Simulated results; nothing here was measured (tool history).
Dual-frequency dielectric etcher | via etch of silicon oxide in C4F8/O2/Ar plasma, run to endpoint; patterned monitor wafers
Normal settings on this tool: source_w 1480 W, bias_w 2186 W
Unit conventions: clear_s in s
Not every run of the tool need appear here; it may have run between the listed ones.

| run | day | source_w | bias_w | incoming incoming film thickness, nm | clear_s |
|---|---|---|---|---|---|
| 1 | 0 | 1480 | 2186 | 1278.4 | 284.6 |
| 2 | 0.529 | 1480 | 2186 | 1271.2 | 283.5 |
| 3 | 1.042 | 1480 | 1792 | 1283.6 | 293.5 |
| 4 | 1.746 | 1480 | 1792 | 1293.9 | 298.8 |
| 5 | 2.483 | 1480 | 1792 | 1278.1 | 294.2 |
| 6 | 2.767 | 1480 | 2186 | 1270.7 | 284.9 |
| 7 | 3.021 | 1370 | 1824 | 1274.1 | 307.3 |
| 8 | 3.533 | 1480 | 2186 | 1274.8 | 288.2 |
| 9 | 4.708 | 1480 | 2186 | 1292.9 | 291.9 |
| 10 | 5.3 | 1480 | 2186 | 1281.1 | 289 |
| 11 | 5.667 | 1480 | 2186 | 1289.8 | 290.1 |
| 12 | 6.079 | 1480 | 2186 | 1272.7 | 290.4 |
| 13 | 6.679 | 1480 | 2186 | 1277 | 290.4 |
| 14 | 8.721 | 1840 | 1787 | 1286.5 | 276 |
| 15 | 9.146 | 1480 | 2186 | 1275.4 | 291.8 |
|  | 10.358 | source power generator calibrated |
|  | 10.538 | wet clean of the chamber |
| 16 | 10.558 | 1120 | 2041 | 1275.6 | 321.1 |
| 17 | 10.575 | 1800 | 1879 | 1265.1 | 259.2 |
| 18 | 10.671 | 1480 | 2186 | 1281.2 | 280.1 |
|  | 12.196 | upper electrode replaced |
|  | 12.212 | bias power generator calibrated |
| 19 | 12.233 | 1480 | 1792 | 1275 | 294.5 |
| 20 | 12.246 | 1770 | 2557 | 1278.5 | 254.3 |
| 21 | 12.579 | 1200 | 2457 | 1273.8 | 300.6 |
| 22 | 13.029 | 1480 | 2408 | 1293.9 | 282 |
| 23 | 13.304 | 1480 | 2186 | 1272.4 | 275.6 |
| 24 | 14.325 | 1480 | 2186 | 1284.6 | 280 |
| 25 | 14.888 | 1200 | 1693 | 1277.6 | 323.4 |
| 26 | 15.6 | 1800 | 2186 | 1287.8 | 262.6 |
| 27 | 16.008 | 1330 | 2706 | 1271.3 | 287.2 |

Each row is a separate what-if for the run after 27, all from the same tool condition, not one after another. Results?
| A | 16.029 | 1480 | 2186 | 1269.4 | ? |
| B | 16.029 | 1800 | 1903 | 1269.4 | ? |
| C | 16.029 | 1480 | 1998 | 1269.4 | ? |

| run | clear_s |
|---|---|
| A | 279.8 |
| B | 263.5 |
| C | 283.8 |
Take away the tool's hidden state, keep each run's random variation, and the runs would have read:
| run | clear_s |
|---|---|
| A | 276.1 |
| B | 260.1 |
| C | 280.1 |
